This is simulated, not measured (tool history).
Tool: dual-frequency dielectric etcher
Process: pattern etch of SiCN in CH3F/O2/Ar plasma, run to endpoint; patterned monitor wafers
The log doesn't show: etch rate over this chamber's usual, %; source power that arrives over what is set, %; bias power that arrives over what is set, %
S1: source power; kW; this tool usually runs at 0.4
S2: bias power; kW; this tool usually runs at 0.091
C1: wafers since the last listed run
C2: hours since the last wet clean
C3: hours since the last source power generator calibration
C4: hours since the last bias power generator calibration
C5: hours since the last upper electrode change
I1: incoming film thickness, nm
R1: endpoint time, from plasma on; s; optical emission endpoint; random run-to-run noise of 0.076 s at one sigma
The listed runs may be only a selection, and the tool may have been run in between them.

run	hour	S1	S2	C1	C2	C3	C4	C5	I1	R1
1	0	0.4	0.091	0	312.5	4413.6	2301.1	2121.7	8.84	18.2
2	47	0.4	0.091	526	359.5	4460.6	2348.1	2168.7	8.91	18.4
3	78.4	0.4	0.091	351	390.9	4492	2379.5	2200.1	8.92	18.4
4	134	0.38	0.091	622	446.5	4547.6	2435.1	2255.7	8.91	18.5
5	175.1	0.38	0.091	460	487.6	4588.7	2476.2	2296.8	8.92	18.3
# hour 222.2: bias power generator calibrated
6	232.4	0.38	0.091	597	544.9	4646	10.2	2354.1	8.92	18.3
# hour 262.2: upper electrode replaced, of another model than before
# hour 268.9: wet clean of the chamber
# hour 270.7: source power generator calibrated
7	271.2	0.4	0.105	70	2.3	0.5	49	9	8.86	17
8	333.1	0.49	0.07	693	64.2	62.4	110.9	70.9	8.87	21.7
9	365.3	0.33	0.112	360	96.4	94.6	143.1	103.1	8.84	16.7
10	419.5	0.4	0.104	607	150.6	148.8	197.3	157.3	8.93	17.1
11	455.9	0.4	0.091	407	187	185.2	233.7	193.7	8.86	18.4
12	518.1	0.43	0.111	696	249.2	247.4	295.9	255.9	8.86	15.9
13	552.2	0.49	0.083	381	283.3	281.5	330	290	8.92	18.9
14	581	0.45	0.107	322	312.1	310.3	358.8	318.8	8.93	16.3

5 ways to go on from here, each from the tool as it stands after run 14. What would each give?
A	581.4	0.4	0.098	4	312.5	310.7	359.2	319.2	8.95	?
B	581.4	0.43	0.105	4	312.5	310.7	359.2	319.2	8.95	?
C	581.4	0.49	0.091	4	312.5	310.7	359.2	319.2	8.95	?
D	581.4	0.33	0.078	4	312.5	310.7	359.2	319.2	8.95	?
E	581.4	0.43	0.091	4	312.5	310.7	359.2	319.2	8.95	?

run	R1
A	17.6
B	16.6
C	17.8
D	21.4
E	18.3
With the hidden condition removed and each run's random variation left untouched, the same runs would have given:
run	R1
A	18
B	17
C	18.2
D	21.9
E	18.7
